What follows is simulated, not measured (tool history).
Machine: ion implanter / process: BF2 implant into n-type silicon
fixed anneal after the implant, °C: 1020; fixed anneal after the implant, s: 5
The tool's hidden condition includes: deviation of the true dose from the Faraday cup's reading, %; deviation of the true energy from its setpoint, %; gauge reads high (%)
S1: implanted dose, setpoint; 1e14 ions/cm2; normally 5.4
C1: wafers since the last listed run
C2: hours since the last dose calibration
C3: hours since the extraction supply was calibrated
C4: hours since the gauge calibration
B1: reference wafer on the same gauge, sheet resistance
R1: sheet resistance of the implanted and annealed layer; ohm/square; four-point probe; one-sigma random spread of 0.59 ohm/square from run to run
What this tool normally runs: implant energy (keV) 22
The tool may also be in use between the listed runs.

Run 1, hour 0: usual settings but S1 5.94 1e14 ions/cm2, implant energy (keV) 27.5; C1 0; C2 1253.5; C3 2968.4; C4 223.9; B1 244.87. Result: R1 217.65 ohm/square.
Run 2, hour 8.1: usual settings but S1 5.88 1e14 ions/cm2; C1 198; C2 1261.6; C3 2976.5; C4 232; B1 245.23. Result: R1 234.72 ohm/square.
Run 3, hour 22.9: usual settings but S1 5.88 1e14 ions/cm2; C1 362; C2 1276.4; C3 2991.3; C4 246.8; B1 244.98. Result: R1 234.56 ohm/square.
Run 4, hour 66.4: usual settings; C1 1064; C2 1319.9; C3 3034.8; C4 290.3; B1 245.02. Result: R1 247.56 ohm/square.
Run 5, hour 78.7: usual settings but implant energy (keV) 16; C1 300; C2 1332.2; C3 3047.1; C4 302.6; B1 244.87. Result: R1 274.04 ohm/square.
Run 6, hour 89.3: usual settings but S1 6.08 1e14 ions/cm2, implant energy (keV) 27; C1 259; C2 1342.8; C3 3057.7; C4 313.2; B1 245.22. Result: R1 216.98 ohm/square.
Run 7, hour 103: usual settings but implant energy (keV) 19.5; C1 335; C2 1356.5; C3 3071.4; C4 326.9; B1 244.97. Result: R1 257.23 ohm/square.
Run 8, hour 112.1: usual settings but implant energy (keV) 19.5; C1 222; C2 1365.6; C3 3080.5; C4 336; B1 244.84. Result: R1 256.17 ohm/square.
Run 9, hour 129.9: usual settings but implant energy (keV) 24; C1 435; C2 1383.4; C3 3098.3; C4 353.8; B1 245.17. Result: R1 241.75 ohm/square.
Run 10, hour 138: usual settings but implant energy (keV) 24; C1 198; C2 1391.5; C3 3106.4; C4 361.9; B1 244.69. Result: R1 242.85 ohm/square.
Run 11, hour 146.3: usual settings but implant energy (keV) 24; C1 203; C2 1399.8; C3 3114.7; C4 370.2; B1 244.87. Result: R1 243.14 ohm/square.
Run 12, hour 154: usual settings; C1 188; C2 1407.5; C3 3122.4; C4 377.9; B1 244.97. Result: R1 247.98 ohm/square.
At hour 158.9: gauge calibrated.
Run 13, hour 170.4: usual settings but implant energy (keV) 25; C1 401; C2 1423.9; C3 3138.8; C4 11.5; B1 245.05. Result: R1 239.53 ohm/square.
Run 14, hour 187.2: usual settings but implant energy (keV) 25; C1 411; C2 1440.7; C3 3155.6; C4 28.3; B1 245.05. Result: R1 240.92 ohm/square.
Run 15, hour 202: usual settings but implant energy (keV) 25; C1 362; C2 1455.5; C3 3170.4; C4 43.1; B1 244.88. Result: R1 241.01 ohm/square.
At hour 213.3: extraction supply calibrated.
Run 16, hour 217.4: usual settings; C1 181; C2 1470.9; C3 4.1; C4 58.5; B1 245.03. Result: R1 248.28 ohm/square.
Run 17, hour 234.3: usual settings; C1 413; C2 1487.8; C3 21; C4 75.4; B1 244.87. Result: R1 249.98 ohm/square.
Run 18, hour 249.8: usual settings but S1 6.84 1e14 ions/cm2, implant energy (keV) 26.5; C1 379; C2 1503.3; C3 36.5; C4 90.9; B1 245.01. Result: R1 204.04 ohm/square.
Run 19, hour 265.8: usual settings; C1 391; C2 1519.3; C3 52.5; C4 106.9; B1 245.2. Result: R1 249.93 ohm/square.
Run 20, hour 271.8: usual settings but implant energy (keV) 25; C1 146; C2 1525.3; C3 58.5; C4 112.9; B1 245.13. Result: R1 241.56 ohm/square.
Run 21, hour 278.1: usual settings; C1 154; C2 1531.6; C3 64.8; C4 119.2; B1 245.05. Result: R1 251.12 ohm/square.
At hour 287.9: Faraday cup replaced and dose calibrated.
Run 22, hour 301.7: usual settings but S1 4.22 1e14 ions/cm2, implant energy (keV) 18.5; C1 381; C2 13.8; C3 88.4; C4 142.8; B1 244.92. Result: R1 298.71 ohm/square.
Run 23, hour 313.7: usual settings but S1 4.63 1e14 ions/cm2, implant energy (keV) 16; C1 293; C2 25.8; C3 100.4; C4 154.8; B1 245.14. Result: R1 292.02 ohm/square.
Run 24, hour 328.7: usual settings; C1 366; C2 40.8; C3 115.4; C4 169.8; B1 245. Result: R1 242.82 ohm/square.
Run 25, hour 342.9: usual settings but implant energy (keV) 20; C1 347; C2 55; C3 129.6; C4 184; B1 245.29. Result: R1 250.47 ohm/square.
Run 26, hour 360: usual settings but S1 4.45 1e14 ions/cm2; C1 418; C2 72.1; C3 146.7; C4 201.1; B1 245.03. Result: R1 275.94 ohm/square.
Run 27, hour 374.9: usual settings but S1 4.31 1e14 ions/cm2, implant energy (keV) 27; C1 364; C2 87; C3 161.6; C4 216; B1 244.98. Result: R1 272.3 ohm/square.
Run 28, hour 384.4: usual settings but S1 6.54 1e14 ions/cm2, implant energy (keV) 24; C1 232; C2 96.5; C3 171.1; C4 225.5; B1 244.86. Result: R1 211.95 ohm/square.
Run 29, hour 400.7: usual settings; C1 398; C2 112.8; C3 187.4; C4 241.8; B1 245.05. Result: R1 242.6 ohm/square.
Run 30, hour 411: usual settings but S1 4.87 1e14 ions/cm2, implant energy (keV) 17.5; C1 251; C2 123.1; C3 197.7; C4 252.1; B1 244.98. Result: R1 276.55 ohm/square.
Run 31, hour 421.2: usual settings but S1 6.66 1e14 ions/cm2, implant energy (keV) 24.5; C1 249; C2 133.3; C3 207.9; C4 262.3; B1 244.97. Result: R1 207.8 ohm/square.
Run 32, hour 437.7: usual settings but S1 6.76 1e14 ions/cm2, implant energy (keV) 18; C1 403; C2 149.8; C3 224.4; C4 278.8; B1 245.11. Result: R1 232.74 ohm/square.
Run 33, hour 446.4: usual settings; C1 212; C2 158.5; C3 233.1; C4 287.5; B1 244.88. Result: R1 242.42 ohm/square.
Run 34, hour 455.6: usual settings but S1 6.36 1e14 ions/cm2; C1 225; C2 167.7; C3 242.3; C4 296.7; B1 244.86. Result: R1 220.7 ohm/square.
Run 35, hour 464.3: usual settings but S1 6.29 1e14 ions/cm2, implant energy (keV) 25; C1 212; C2 176.4; C3 251; C4 305.4; B1 245.01. Result: R1 213.59 ohm/square.
Run 36, hour 478.9: usual settings but S1 6.01 1e14 ions/cm2, implant energy (keV) 24.5; C1 357; C2 191; C3 265.6; C4 320; B1 244.83. Result: R1 219.99 ohm/square.

Measured less the same run without the tool's hidden state. The same run-to-run variation is in both; the gauge's scatter may not be:
run     R1
  1  +4.52
  2  +4.32
  3  +4.42
  4  +5.51
  5  +5.01
  6  +5.08
  7  +5.62
  8  +5.68
  9  +6.32
 10  +6.43
 11  +6.53
 12  +6.38
 13  +6.84
 14  +7.06
 15  +7.23
 16  +7.05
 17  +7.28
 18  +5.29
 19  +7.62
 20  +8.04
 21  +7.79
 22  +0.89
 23  +0.75
 24  +0.67
 25  +0.65
 26   +0.9
 27  +1.01
 28  +0.51
 29   +0.7
 30  +0.77
 31  +0.52
 32  +0.45
 33  +0.75
 34  +0.57
 35  +0.61
 36  +0.67

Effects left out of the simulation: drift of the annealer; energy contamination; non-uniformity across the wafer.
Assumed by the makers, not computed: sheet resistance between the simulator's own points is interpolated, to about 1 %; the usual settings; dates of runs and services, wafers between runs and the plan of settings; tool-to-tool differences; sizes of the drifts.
